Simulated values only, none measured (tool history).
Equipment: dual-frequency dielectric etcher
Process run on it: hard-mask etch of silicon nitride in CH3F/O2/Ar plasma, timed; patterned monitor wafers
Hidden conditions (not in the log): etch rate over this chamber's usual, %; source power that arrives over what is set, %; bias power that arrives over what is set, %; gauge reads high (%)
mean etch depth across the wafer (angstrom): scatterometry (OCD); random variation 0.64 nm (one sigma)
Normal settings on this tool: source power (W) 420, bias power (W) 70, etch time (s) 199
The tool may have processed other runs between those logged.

run	hour	source power (W)	bias power (W)	etch time (s)	wafers since the last listed run	hours since the last wet clean	hours since the last source power generator calibration	hours since the last bias power generator calibration	hours since the last upper electrode change	hours since the gauge calibration	read-back reference wafer on the same gauge, depth_nm	mean etch depth across the wafer (angstrom)
1	0	420	70	199	0	485.2	4099.4	4326.1	5327.1	57.3	111	1408
2	7.2	420	70	199	33	492.4	4106.6	4333.3	5334.3	64.5	111	1425
3	21.4	420	70	199	66	506.6	4120.8	4347.5	5348.5	78.7	111.2	1412
4	29.5	460	60	199	38	514.7	4128.9	4355.6	5356.6	86.8	110.9	1435
5	46.5	460	60	199	80	531.7	4145.9	4372.6	5373.6	103.8	111.3	1432
6	56.8	460	60	199	48	542	4156.2	4382.9	5383.9	114.1	111.2	1424
7	74.2	420	70	199	82	559.4	4173.6	4400.3	5401.3	131.5	110.9	1434
8	82.9	420	70	199	41	568.1	4182.3	4409	5410	140.2	111	1438
9	91.8	420	70	199	41	577	4191.2	4417.9	5418.9	149.1	110.8	1429
# hour 109.9: bias power generator calibrated
# hour 124.9: wet clean of the chamber
10	125.4	420	70	199	69	0.5	4224.8	15.5	5452.5	182.7	111.3	1339
11	125.7	420	70	199	1	0.8	4225.1	15.8	5452.8	183	111.3	1346
12	128.7	420	70	238	14	3.8	4228.1	18.8	5455.8	186	110.9	1615
# hour 158.3: upper electrode replaced
13	158.8	490	80	218.5	28	33.9	4258.2	48.9	0.5	216.1	111	1625
14	159.2	370	70	247.5	1	34.3	4258.6	49.3	0.9	216.5	110.9	1603
15	159.6	330	79	214.5	1	34.7	4259	49.7	1.3	216.9	110.9	1362
# hour 185.1: gauge calibrated
16	194.1	420	85	159	162	69.2	4293.5	84.2	35.8	9	110.9	1130
17	209.9	420	87	237.5	74	85	4309.3	100	51.6	24.8	111.1	1701
# hour 218.4: source power generator calibrated
18	218.9	330	70	165	23	94	0.5	109	60.6	33.8	110.9	1025
19	222.5	420	53	228	16	97.6	4.1	112.6	64.2	37.4	111.1	1471
20	230.3	520	85	251	36	105.4	11.9	120.4	72	45.2	111	1948
21	241.3	420	70	199	51	116.4	22.9	131.4	83	56.2	111.1	1357
22	253.8	360	70	199	58	128.9	35.4	143.9	95.5	68.7	110.9	1277
23	269.1	420	61	234	72	144.2	50.7	159.2	110.8	84	111.1	1563
24	278.1	520	85	251	42	153.2	59.7	168.2	119.8	93	110.8	1964

Each row is a separate what-if for the run after 24, all from the same tool condition, not one after another. Results?
A	278.6	420	70	199	2	153.7	60.2	168.7	120.3	93.5	?	?
B	278.6	420	86	156	2	153.7	60.2	168.7	120.3	93.5	?	?
C	278.6	340	52	141	2	153.7	60.2	168.7	120.3	93.5	?	?
D	278.6	460	70	199	2	153.7	60.2	168.7	120.3	93.5	?	?

run	read-back reference wafer on the same gauge, depth_nm	mean etch depth across the wafer (angstrom)
A	111.1	1365
B	111.1	1122
C	111.1	838
D	111.1	1413
With the hidden condition removed and each run's random variation left untouched, the same runs would have given:
run	mean etch depth across the wafer (angstrom)
A	1356
B	1115
C	833
D	1404
